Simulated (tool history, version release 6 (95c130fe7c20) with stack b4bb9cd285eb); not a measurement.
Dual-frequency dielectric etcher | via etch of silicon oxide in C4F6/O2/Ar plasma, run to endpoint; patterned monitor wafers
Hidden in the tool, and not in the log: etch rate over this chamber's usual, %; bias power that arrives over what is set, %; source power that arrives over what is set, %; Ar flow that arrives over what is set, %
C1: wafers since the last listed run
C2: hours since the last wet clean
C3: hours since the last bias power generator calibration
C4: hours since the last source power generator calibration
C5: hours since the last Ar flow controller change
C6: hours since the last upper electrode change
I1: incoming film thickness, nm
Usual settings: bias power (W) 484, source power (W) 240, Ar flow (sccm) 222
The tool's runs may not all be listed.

{"run": 1, "hour": 0.0, "bias power (W)": 484, "source power (W)": 240, "Ar flow (sccm)": 206, "C1": 0, "C2": 327.9, "C3": 3725.9, "C4": 2723.6, "C5": 5992.3, "C6": 2356.1, "I1": 128.7, "endpoint time (s)": 35.8}
{"hour": 63.9, "done": "wet clean of the chamber"}
{"run": 2, "hour": 64.4, "bias power (W)": 484, "source power (W)": 240, "Ar flow (sccm)": 206, "C1": 898, "C2": 0.5, "C3": 3790.3, "C4": 2788, "C5": 6056.7, "C6": 2420.5, "I1": 128.4, "endpoint time (s)": 34.7}
{"run": 3, "hour": 114.9, "bias power (W)": 484, "source power (W)": 240, "Ar flow (sccm)": 206, "C1": 1123, "C2": 51, "C3": 3840.8, "C4": 2838.5, "C5": 6107.2, "C6": 2471, "I1": 127.7, "endpoint time (s)": 35}
{"run": 4, "hour": 152.5, "bias power (W)": 484, "source power (W)": 240, "Ar flow (sccm)": 222, "C1": 836, "C2": 88.6, "C3": 3878.4, "C4": 2876.1, "C5": 6144.8, "C6": 2508.6, "I1": 129.9, "endpoint time (s)": 35.9}
{"run": 5, "hour": 210.7, "bias power (W)": 484, "source power (W)": 240, "Ar flow (sccm)": 222, "C1": 1294, "C2": 146.8, "C3": 3936.6, "C4": 2934.3, "C5": 6203, "C6": 2566.8, "I1": 128.3, "endpoint time (s)": 35.9}
{"run": 6, "hour": 328.6, "bias power (W)": 484, "source power (W)": 240, "Ar flow (sccm)": 222, "C1": 2622, "C2": 264.7, "C3": 4054.5, "C4": 3052.2, "C5": 6320.9, "C6": 2684.7, "I1": 128.4, "endpoint time (s)": 35.8}
{"run": 7, "hour": 358.8, "bias power (W)": 531, "source power (W)": 240, "Ar flow (sccm)": 222, "C1": 671, "C2": 294.9, "C3": 4084.7, "C4": 3082.4, "C5": 6351.1, "C6": 2714.9, "I1": 129, "endpoint time (s)": 35.1}
{"hour": 369.4, "done": "bias power generator calibrated"}
{"run": 8, "hour": 395.7, "bias power (W)": 484, "source power (W)": 240, "Ar flow (sccm)": 222, "C1": 731, "C2": 331.8, "C3": 26.3, "C4": 3119.3, "C5": 6388, "C6": 2751.8, "I1": 128.2, "endpoint time (s)": 36}
{"hour": 424.2, "done": "wet clean of the chamber"}
{"hour": 463.8, "done": "source power generator calibrated"}
{"run": 9, "hour": 467.4, "bias power (W)": 525, "source power (W)": 190, "Ar flow (sccm)": 271, "C1": 971, "C2": 43.2, "C3": 98, "C4": 3.6, "C5": 6459.7, "C6": 2823.5, "I1": 129.2, "endpoint time (s)": 40.7}
{"run": 10, "hour": 494.6, "bias power (W)": 405, "source power (W)": 300, "Ar flow (sccm)": 166, "C1": 604, "C2": 70.4, "C3": 125.2, "C4": 30.8, "C5": 6486.9, "C6": 2850.7, "I1": 128.6, "endpoint time (s)": 35}
{"run": 11, "hour": 556.9, "bias power (W)": 484, "source power (W)": 240, "Ar flow (sccm)": 222, "C1": 1385, "C2": 132.7, "C3": 187.5, "C4": 93.1, "C5": 6549.2, "C6": 2913, "I1": 128.3, "endpoint time (s)": 37.6}
{"hour": 617.0, "done": "wet clean of the chamber, repeated, since the last time left the tool worse"}
{"run": 12, "hour": 617.5, "bias power (W)": 544, "source power (W)": 270, "Ar flow (sccm)": 222, "C1": 814, "C2": 0.5, "C3": 248.1, "C4": 153.7, "C5": 6609.8, "C6": 2973.6, "I1": 129.8, "endpoint time (s)": 32.7}
{"run": 13, "hour": 670.4, "bias power (W)": 484, "source power (W)": 190, "Ar flow (sccm)": 222, "C1": 1176, "C2": 53.4, "C3": 301, "C4": 206.6, "C5": 6662.7, "C6": 3026.5, "I1": 126.7, "endpoint time (s)": 37.6}
{"hour": 714.9, "done": "upper electrode replaced"}
{"hour": 757.1, "done": "Ar flow controller replaced"}
{"run": 14, "hour": 798.7, "bias power (W)": 528, "source power (W)": 260, "Ar flow (sccm)": 197, "C1": 2186, "C2": 181.7, "C3": 429.3, "C4": 334.9, "C5": 41.6, "C6": 83.8, "I1": 128.3, "endpoint time (s)": 33.7}
{"run": 15, "hour": 857.3, "bias power (W)": 424, "source power (W)": 280, "Ar flow (sccm)": 240, "C1": 1303, "C2": 240.3, "C3": 487.9, "C4": 393.5, "C5": 100.2, "C6": 142.4, "I1": 128.7, "endpoint time (s)": 35.1}
{"run": 16, "hour": 928.5, "bias power (W)": 484, "source power (W)": 240, "Ar flow (sccm)": 222, "C1": 1583, "C2": 311.5, "C3": 559.1, "C4": 464.7, "C5": 171.4, "C6": 213.6, "I1": 128.6, "endpoint time (s)": 36.1}
{"hour": 959.6, "done": "wet clean of the chamber"}
{"run": 17, "hour": 960.2, "bias power (W)": 603, "source power (W)": 280, "Ar flow (sccm)": 175, "C1": 171, "C2": 0.6, "C3": 590.8, "C4": 496.4, "C5": 203.1, "C6": 245.3, "I1": 127.6, "endpoint time (s)": 30.8}

Forecast each of these 3 alternatives for the next run:
{"run": "A", "hour": 960.6, "bias power (W)": 405, "source power (W)": 240, "Ar flow (sccm)": 222, "C1": 8, "C2": 1, "C3": 591.2, "C4": 496.8, "C5": 203.5, "C6": 245.7, "I1": 129.7, "endpoint time (s)": "?"}
{"run": "B", "hour": 960.6, "bias power (W)": 484, "source power (W)": 240, "Ar flow (sccm)": 266, "C1": 8, "C2": 1, "C3": 591.2, "C4": 496.8, "C5": 203.5, "C6": 245.7, "I1": 129.7, "endpoint time (s)": "?"}
{"run": "C", "hour": 960.6, "bias power (W)": 382, "source power (W)": 190, "Ar flow (sccm)": 184, "C1": 8, "C2": 1, "C3": 591.2, "C4": 496.8, "C5": 203.5, "C6": 245.7, "I1": 129.7, "endpoint time (s)": "?"}

run=A endpoint_time_(s)=36.6
run=B endpoint_time_(s)=35.7
run=C endpoint_time_(s)=39.3
Without the tool's hidden state the same runs would have given:
run=A endpoint_time_(s)=36.8
run=B endpoint_time_(s)=36
run=C endpoint_time_(s)=39.5

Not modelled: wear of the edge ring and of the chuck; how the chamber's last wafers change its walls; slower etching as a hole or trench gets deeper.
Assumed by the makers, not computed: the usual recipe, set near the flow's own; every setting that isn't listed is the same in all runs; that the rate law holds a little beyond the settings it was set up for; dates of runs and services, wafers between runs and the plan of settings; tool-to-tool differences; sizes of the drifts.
